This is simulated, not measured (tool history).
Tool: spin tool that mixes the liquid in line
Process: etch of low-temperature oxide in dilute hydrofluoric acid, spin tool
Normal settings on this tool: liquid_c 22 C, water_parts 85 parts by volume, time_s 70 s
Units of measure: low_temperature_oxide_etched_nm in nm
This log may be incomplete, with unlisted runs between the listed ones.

| run | hour | liquid_c | water_parts | time_s | wafers since the last listed run | hours since the thermometer was replaced | hours since the hydrofluoric acid flow meter was replaced | hours since the gauge calibration | read-back film thickness of the low-temperature oxide reference wafer, read on the same gauge (nm) | low_temperature_oxide_etched_nm |
|---|---|---|---|---|---|---|---|---|---|---|
| 1 | 0 | 22 | 85 | 70 | 0 | 1278.6 | 928.5 | 11.5 | 79.98 | 27.11 |
| 2 | 10.6 | 22 | 85 | 70 | 127 | 1289.2 | 939.1 | 22.1 | 79.98 | 27.04 |
| 3 | 22.9 | 22 | 85 | 70 | 147 | 1301.5 | 951.4 | 34.4 | 80 | 27.13 |
| 4 | 35.6 | 22 | 65 | 80 | 152 | 1314.2 | 964.1 | 47.1 | 80 | 41.51 |
| 5 | 45.9 | 22 | 75 | 70 | 123 | 1324.5 | 974.4 | 57.4 | 80 | 31.18 |
| 6 | 63.7 | 22 | 85 | 70 | 214 | 1342.3 | 992.2 | 75.2 | 80 | 27.11 |
| 7 | 80.6 | 22 | 85 | 45 | 203 | 1359.2 | 1009.1 | 92.1 | 80 | 17.43 |
| 8 | 94.1 | 22 | 85 | 45 | 162 | 1372.7 | 1022.6 | 105.6 | 80 | 17.43 |
| 9 | 110.7 | 22 | 85 | 70 | 199 | 1389.3 | 1039.2 | 122.2 | 80 | 26.99 |
| 10 | 122 | 22 | 85 | 70 | 135 | 1400.6 | 1050.5 | 133.5 | 80.02 | 27.22 |
| 11 | 134.4 | 22 | 70 | 95 | 149 | 1413 | 1062.9 | 145.9 | 80.02 | 45.58 |
|  | 135.9 | gauge calibrated |
| 12 | 144.8 | 22 | 70 | 95 | 125 | 1423.4 | 1073.3 | 8.9 | 79.98 | 45.44 |
|  | 155.9 | hydrofluoric acid flow meter replaced |
| 13 | 162.3 | 22 | 70 | 95 | 198 | 1440.9 | 6.4 | 26.4 | 80.02 | 45.51 |
| 14 | 178.1 | 22 | 75 | 85 | 190 | 1456.7 | 22.2 | 42.2 | 80.01 | 37.83 |
| 15 | 185.8 | 18.5 | 65 | 105 | 92 | 1464.4 | 29.9 | 49.9 | 79.99 | 47.1 |
|  | 191.6 | thermometer replaced |
| 16 | 193.4 | 22 | 75 | 70 | 79 | 1.8 | 37.5 | 57.5 | 79.99 | 30.94 |
| 17 | 207.5 | 22 | 85 | 70 | 169 | 15.9 | 51.6 | 71.6 | 79.99 | 27.08 |
| 18 | 213.8 | 22 | 85 | 95 | 75 | 22.2 | 57.9 | 77.9 | 80 | 36.74 |
| 19 | 229.4 | 22 | 85 | 70 | 187 | 37.8 | 73.5 | 93.5 | 80 | 26.97 |
| 20 | 243 | 22 | 110 | 55 | 163 | 51.4 | 87.1 | 107.1 | 79.98 | 15.9 |
| 21 | 251.4 | 18 | 100 | 110 | 101 | 59.8 | 95.5 | 115.5 | 79.96 | 30.24 |
| 22 | 261.9 | 26.5 | 70 | 70 | 126 | 70.3 | 106 | 126 | 80.03 | 40.13 |
| 23 | 274.7 | 22 | 85 | 70 | 153 | 83.1 | 118.8 | 138.8 | 80.01 | 26.92 |
| 24 | 288.6 | 17.5 | 85 | 70 | 167 | 97 | 132.7 | 152.7 | 80.01 | 22.46 |
| 25 | 295.3 | 22 | 70 | 55 | 80 | 103.7 | 139.4 | 159.4 | 79.96 | 26.21 |
| 26 | 311.4 | 22 | 85 | 40 | 193 | 119.8 | 155.5 | 175.5 | 80 | 15.53 |

Branching from run 26: 3 alternative next runs. What would each branch give?
| A | 311.8 | 22 | 85 | 90 | 4 | 120.2 | 155.9 | 175.9 | ? | ? |
| B | 311.8 | 18 | 120 | 70 | 4 | 120.2 | 155.9 | 175.9 | ? | ? |
| C | 311.8 | 23.5 | 85 | 70 | 4 | 120.2 | 155.9 | 175.9 | ? | ? |

| run | read-back film thickness of the low-temperature oxide reference wafer, read on the same gauge (nm) | low_temperature_oxide_etched_nm |
|---|---|---|
| A | 80.03 | 34.73 |
| B | 80.03 | 15.62 |
| C | 80.03 | 28.7 |
What these runs would have given with no unlogged condition in the tool:
| run | low_temperature_oxide_etched_nm |
|---|---|
| A | 34.73 |
| B | 15.62 |
| C | 28.7 |
